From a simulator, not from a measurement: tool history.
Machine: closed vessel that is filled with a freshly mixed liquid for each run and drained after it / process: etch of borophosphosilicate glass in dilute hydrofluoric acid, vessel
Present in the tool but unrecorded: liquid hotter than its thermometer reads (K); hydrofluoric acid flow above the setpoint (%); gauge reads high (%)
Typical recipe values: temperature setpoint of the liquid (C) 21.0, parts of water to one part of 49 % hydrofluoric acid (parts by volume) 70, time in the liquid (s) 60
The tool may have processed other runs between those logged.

| run | hour | temperature setpoint of the liquid (C) | parts of water to one part of 49 % hydrofluoric acid (parts by volume) | time in the liquid (s) | wafers since the last listed run | hours since the thermometer was replaced | hours since the hydrofluoric acid flow meter was replaced | hours since the gauge calibration | read-back film thickness of the borophosphosilicate glass reference wafer, read on the same gauge (nm) | thickness taken off the borophosphosilicate glass on a monitor wafer (nm) |
|---|---|---|---|---|---|---|---|---|---|---|
| 1 | 0.0 | 21.0 | 70 | 70 | 0 | 1927.3 | 1102.9 | 316.8 | 89.99 | 30.67 |
| 2 | 18.6 | 21.0 | 70 | 70 | 1636 | 1945.9 | 1121.5 | 335.4 | 90.00 | 30.66 |
|  | 30.5 | gauge calibrated |
| 3 | 36.5 | 21.0 | 70 | 70 | 1575 | 1963.8 | 1139.4 | 6.0 | 89.99 | 30.66 |
| 4 | 55.9 | 21.0 | 70 | 60 | 1707 | 1983.2 | 1158.8 | 25.4 | 90.00 | 26.42 |
| 5 | 84.5 | 21.0 | 50 | 60 | 2517 | 2011.8 | 1187.4 | 54.0 | 89.99 | 37.83 |
| 6 | 114.9 | 21.0 | 70 | 60 | 2675 | 2042.2 | 1217.8 | 84.4 | 90.01 | 26.61 |
| 7 | 138.8 | 21.0 | 70 | 60 | 2103 | 2066.1 | 1241.7 | 108.3 | 90.00 | 26.57 |
| 8 | 161.4 | 21.0 | 70 | 60 | 1988 | 2088.7 | 1264.3 | 130.9 | 90.00 | 26.69 |
| 9 | 174.7 | 21.0 | 70 | 60 | 1170 | 2102.0 | 1277.6 | 144.2 | 89.97 | 26.60 |
|  | 188.4 | thermometer replaced |
| 10 | 208.9 | 21.0 | 70 | 60 | 2921 | 20.5 | 1311.8 | 178.4 | 90.01 | 23.97 |
| 11 | 225.2 | 21.0 | 70 | 60 | 1434 | 36.8 | 1328.1 | 194.7 | 89.99 | 24.16 |
| 12 | 240.1 | 21.0 | 70 | 85 | 1311 | 51.7 | 1343.0 | 209.6 | 90.00 | 34.50 |
| 13 | 263.4 | 21.0 | 70 | 60 | 2050 | 75.0 | 1366.3 | 232.9 | 90.02 | 24.42 |
| 14 | 295.0 | 21.0 | 95 | 30 | 2781 | 106.6 | 1397.9 | 264.5 | 90.03 | 8.76 |
|  | 319.5 | gauge calibrated |
| 15 | 322.9 | 18.0 | 70 | 60 | 2455 | 134.5 | 1425.8 | 3.4 | 90.01 | 21.59 |
| 16 | 357.3 | 23.5 | 45 | 45 | 3027 | 168.9 | 1460.2 | 37.8 | 90.01 | 32.82 |
| 17 | 386.4 | 21.0 | 70 | 60 | 2561 | 198.0 | 1489.3 | 66.9 | 90.00 | 24.62 |
|  | 420.8 | hydrofluoric acid flow meter replaced |
| 18 | 421.3 | 21.0 | 70 | 60 | 2983 | 232.9 | 0.5 | 101.8 | 90.01 | 21.76 |
| 19 | 449.8 | 21.0 | 70 | 60 | 2508 | 261.4 | 29.0 | 130.3 | 89.99 | 22.08 |
| 20 | 466.5 | 21.0 | 95 | 60 | 1469 | 278.1 | 45.7 | 147.0 | 90.01 | 15.86 |
| 21 | 496.8 | 21.0 | 90 | 60 | 2666 | 308.4 | 76.0 | 177.3 | 90.01 | 16.96 |
| 22 | 513.0 | 26.0 | 80 | 60 | 1425 | 324.6 | 92.2 | 193.5 | 90.04 | 23.53 |
| 23 | 547.5 | 17.0 | 70 | 35 | 3036 | 359.1 | 126.7 | 228.0 | 90.00 | 11.01 |
| 24 | 574.4 | 21.0 | 70 | 60 | 2367 | 386.0 | 153.6 | 254.9 | 89.97 | 22.35 |

Alternative continuations, all from the tool just after run 24; predict every row:
| A | 575.1 | 25.0 | 70 | 60 | 61 | 386.7 | 154.3 | 255.6 | ? | ? |
| B | 575.1 | 17.0 | 95 | 50 | 61 | 386.7 | 154.3 | 255.6 | ? | ? |
| C | 575.1 | 18.0 | 70 | 75 | 61 | 386.7 | 154.3 | 255.6 | ? | ? |
| D | 575.1 | 22.5 | 80 | 60 | 61 | 386.7 | 154.3 | 255.6 | ? | ? |

| run | read-back film thickness of the borophosphosilicate glass reference wafer, read on the same gauge (nm) | thickness taken off the borophosphosilicate glass on a monitor wafer (nm) |
|---|---|---|
| A | 89.99 | 26.21 |
| B | 89.99 | 11.25 |
| C | 89.99 | 24.55 |
| D | 89.99 | 20.47 |
Take away the tool's hidden state, keep each run's random variation, and the runs would have read:
| run | thickness taken off the borophosphosilicate glass on a monitor wafer (nm) |
|---|---|
| A | 25.23 |
| B | 10.82 |
| C | 23.61 |
| D | 19.70 |

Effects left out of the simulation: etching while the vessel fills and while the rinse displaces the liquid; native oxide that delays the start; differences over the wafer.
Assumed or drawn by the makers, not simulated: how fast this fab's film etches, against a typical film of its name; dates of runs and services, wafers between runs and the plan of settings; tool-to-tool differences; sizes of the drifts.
